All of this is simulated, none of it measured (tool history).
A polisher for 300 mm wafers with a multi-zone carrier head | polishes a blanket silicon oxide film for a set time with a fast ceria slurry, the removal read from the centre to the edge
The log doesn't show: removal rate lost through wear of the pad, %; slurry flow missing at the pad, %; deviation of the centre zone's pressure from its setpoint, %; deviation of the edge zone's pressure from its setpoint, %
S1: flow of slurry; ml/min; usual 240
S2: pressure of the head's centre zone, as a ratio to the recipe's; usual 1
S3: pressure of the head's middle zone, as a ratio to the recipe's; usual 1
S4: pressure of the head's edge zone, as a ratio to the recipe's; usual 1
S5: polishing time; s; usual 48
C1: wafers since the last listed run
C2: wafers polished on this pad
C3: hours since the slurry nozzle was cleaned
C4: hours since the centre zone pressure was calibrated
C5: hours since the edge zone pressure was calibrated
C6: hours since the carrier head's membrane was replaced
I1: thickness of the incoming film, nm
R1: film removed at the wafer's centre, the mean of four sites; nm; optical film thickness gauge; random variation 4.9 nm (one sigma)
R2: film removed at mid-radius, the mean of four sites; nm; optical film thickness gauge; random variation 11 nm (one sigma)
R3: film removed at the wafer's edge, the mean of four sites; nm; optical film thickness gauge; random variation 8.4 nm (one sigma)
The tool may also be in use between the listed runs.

Run 1, hour 0: usual settings but S1 190 ml/min; C1 0; C2 303; C3 134.6; C4 537.2; C5 45.4; C6 786.8; I1 3327.1. Result: R1 660.4 nm, R2 704.8 nm, R3 714.2 nm.
Run 2, hour 37.3: usual settings but S1 210 ml/min; C1 266; C2 570; C3 171.9; C4 574.5; C5 82.7; C6 824.1; I1 3316. Result: R1 668.6 nm, R2 703.4 nm, R3 711.7 nm.
Run 3, hour 70.1: usual settings but S1 210 ml/min; C1 234; C2 804; C3 204.7; C4 607.3; C5 115.5; C6 856.9; I1 3367. Result: R1 664.3 nm, R2 689 nm, R3 709.9 nm.
Run 4, hour 98.7: usual settings but S1 210 ml/min; C1 204; C2 1008; C3 233.3; C4 635.9; C5 144.1; C6 885.5; I1 3303.1. Result: R1 670.1 nm, R2 698.1 nm, R3 702.1 nm.
Run 5, hour 156.2: usual settings; C1 410; C2 1419; C3 290.8; C4 693.4; C5 201.6; C6 943; I1 3263.8. Result: R1 668.9 nm, R2 707.4 nm, R3 718.8 nm.
At hour 196.5: carrier head's membrane replaced by a new one.
Run 6, hour 210.1: usual settings but S1 215 ml/min, S2 0.95; C1 349; C2 1768; C3 344.7; C4 747.3; C5 255.5; C6 13.6; I1 3327.5. Result: R1 635.8 nm, R2 698.1 nm, R3 721.8 nm.
At hour 213: centre zone pressure recalibrated.
At hour 217.6: slurry nozzle cleaned.
Run 7, hour 245.8: usual settings but S1 210 ml/min; C1 233; C2 2001; C3 28.2; C4 32.8; C5 291.2; C6 49.3; I1 3385. Result: R1 705.3 nm, R2 691.9 nm, R3 714.1 nm.
At hour 251: worn pad replaced by a new one.
Run 8, hour 298.9: usual settings but S1 315 ml/min, S3 0.96; C1 350; C2 341; C3 81.3; C4 85.9; C5 344.3; C6 102.4; I1 3369.4. Result: R1 727.3 nm, R2 700.1 nm, R3 725.7 nm.
Run 9, hour 326.1: usual settings but S1 200 ml/min; C1 194; C2 536; C3 108.5; C4 113.1; C5 371.5; C6 129.6; I1 3300. Result: R1 682.2 nm, R2 707.2 nm, R3 713.1 nm.
Run 10, hour 394.5: usual settings; C1 488; C2 1024; C3 176.9; C4 181.5; C5 439.9; C6 198; I1 3395.9. Result: R1 694.9 nm, R2 719.9 nm, R3 712.1 nm.
Run 11, hour 432.2: usual settings; C1 269; C2 1293; C3 214.6; C4 219.2; C5 477.6; C6 235.7; I1 3335.6. Result: R1 706.1 nm, R2 720.6 nm, R3 702.6 nm.
At hour 492.2: worn pad replaced by a new one.
Run 12, hour 492.7: usual settings but S1 265 ml/min, S2 0.91; C1 403; C2 3; C3 275.1; C4 279.7; C5 538.1; C6 296.2; I1 3272.9. Result: R1 662.6 nm, R2 707.2 nm, R3 724.7 nm.
At hour 562.7: slurry nozzle cleaned.
Run 13, hour 564.9: usual settings but S3 0.89, S5 44 s; C1 508; C2 511; C3 2.2; C4 351.9; C5 610.3; C6 368.4; I1 3309.9. Result: R1 629.9 nm, R2 592.7 nm, R3 651 nm.
Run 14, hour 595: usual settings but S2 1.04, S5 43 s; C1 214; C2 726; C3 32.3; C4 382; C5 640.4; C6 398.5; I1 3368.3. Result: R1 625.1 nm, R2 625.5 nm, R3 637.8 nm.
Run 15, hour 622.9: usual settings but S1 155 ml/min, S3 0.9, S4 1.09; C1 199; C2 925; C3 60.2; C4 409.9; C5 668.3; C6 426.4; I1 3346.2. Result: R1 640.4 nm, R2 626.3 nm, R3 712.8 nm.
Run 16, hour 681.1: usual settings but S3 0.91, S4 1.08; C1 415; C2 1341; C3 118.4; C4 468.1; C5 726.5; C6 484.6; I1 3328.3. Result: R1 676.8 nm, R2 639.2 nm, R3 733.7 nm.
Run 17, hour 750.9: usual settings but S1 275 ml/min, S3 0.93, S4 1.09; C1 498; C2 1839; C3 188.2; C4 537.9; C5 796.3; C6 554.4; I1 3326.1. Result: R1 686.8 nm, R2 688.2 nm, R3 748.7 nm.

Run 18 comes next. What will it give?
At hour 756.5: edge zone pressure recalibrated.
At hour 770.3: worn pad replaced by a new one.
Run 18, hour 776: usual settings but S1 180 ml/min, S4 1.03, S5 60 s; C1 136; C2 40; C3 213.3; C4 563; C5 19.5; C6 579.5; I1 3373.9. Result: R1 ?, R2 ?, R3 ?.

R1: 810.6 nm
R2: 854 nm
R3: 884.4 nm
Without the tool's hidden state the same run would have given R1 858.3 nm, R2 853.7 nm, R3 884.4 nm.

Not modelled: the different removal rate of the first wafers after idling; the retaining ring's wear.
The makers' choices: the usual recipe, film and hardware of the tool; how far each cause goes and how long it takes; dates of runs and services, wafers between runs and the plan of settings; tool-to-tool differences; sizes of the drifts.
